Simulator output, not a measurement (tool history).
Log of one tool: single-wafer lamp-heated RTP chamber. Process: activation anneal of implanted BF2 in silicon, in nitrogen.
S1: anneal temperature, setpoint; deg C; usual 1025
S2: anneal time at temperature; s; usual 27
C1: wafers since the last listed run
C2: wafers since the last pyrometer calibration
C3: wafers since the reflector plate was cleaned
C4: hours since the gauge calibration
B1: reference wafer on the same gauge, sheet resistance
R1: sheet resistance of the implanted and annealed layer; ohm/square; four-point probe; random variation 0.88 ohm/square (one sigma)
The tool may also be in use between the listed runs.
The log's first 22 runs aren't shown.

| run | hour | S1 | S2 | C1 | C2 | C3 | C4 | B1 | R1 |
|---|---|---|---|---|---|---|---|---|---|
|  | 616.6 | reflector plate cleaned |
| 23 | 638.4 | 1004 | 37 | 419 | 4646 | 360 | 49.4 | 307.95 | 292.16 |
| 24 | 658.1 | 998 | 32 | 326 | 4972 | 686 | 69.1 | 307.85 | 297.36 |
| 25 | 687.9 | 1051 | 12 | 493 | 5466 | 1180 | 98.9 | 308.08 | 280.6 |
| 26 | 702.9 | 1015 | 38 | 248 | 5714 | 1428 | 113.9 | 308.07 | 284.29 |
|  | 718.8 | pyrometer window cleaned and pyrometer calibrated |
| 27 | 729.2 | 1025 | 27 | 303 | 171 | 1731 | 140.2 | 307.92 | 281.84 |
| 28 | 763 | 1046 | 42 | 559 | 731 | 2291 | 174 | 307.97 | 264.26 |
| 29 | 788.6 | 1025 | 20 | 424 | 1155 | 2715 | 199.6 | 307.66 | 285.93 |
| 30 | 802.7 | 1008 | 14 | 233 | 1389 | 2949 | 213.7 | 308.18 | 301.68 |
| 31 | 909.5 | 995 | 41 | 1769 | 3158 | 4718 | 320.5 | 308.37 | 291.73 |
| 32 | 932.2 | 1043 | 19 | 375 | 3534 | 5094 | 343.2 | 307.9 | 274.98 |
| 33 | 951.8 | 1025 | 27 | 324 | 3858 | 5419 | 362.8 | 307.73 | 280.52 |
| 34 | 973.4 | 1013 | 27 | 357 | 4216 | 5776 | 384.4 | 307.87 | 288.62 |
| 35 | 997.5 | 1017 | 41 | 399 | 4615 | 6176 | 408.5 | 307.98 | 276.26 |
| 36 | 1020.3 | 1025 | 27 | 377 | 4993 | 6553 | 431.3 | 307.97 | 280.32 |

Forecast each of these 4 alternatives for the next run:
| A | 1020.7 | 1025 | 27 | 6 | 4999 | 6560 | 431.7 | ? | ? |
| B | 1020.7 | 1053 | 12 | 6 | 4999 | 6560 | 431.7 | ? | ? |
| C | 1020.7 | 1037 | 21 | 6 | 4999 | 6560 | 431.7 | ? | ? |
| D | 1020.7 | 1025 | 13 | 6 | 4999 | 6560 | 431.7 | ? | ? |

| run | B1 | R1 |
|---|---|---|
| A | 307.91 | 280.29 |
| B | 307.91 | 279.03 |
| C | 307.91 | 277.45 |
| D | 307.91 | 292.64 |
Without the tool's hidden state the same runs would have given:
| run | R1 |
|---|---|
| A | 286.32 |
| B | 283.4 |
| C | 282.76 |
| D | 297.95 |
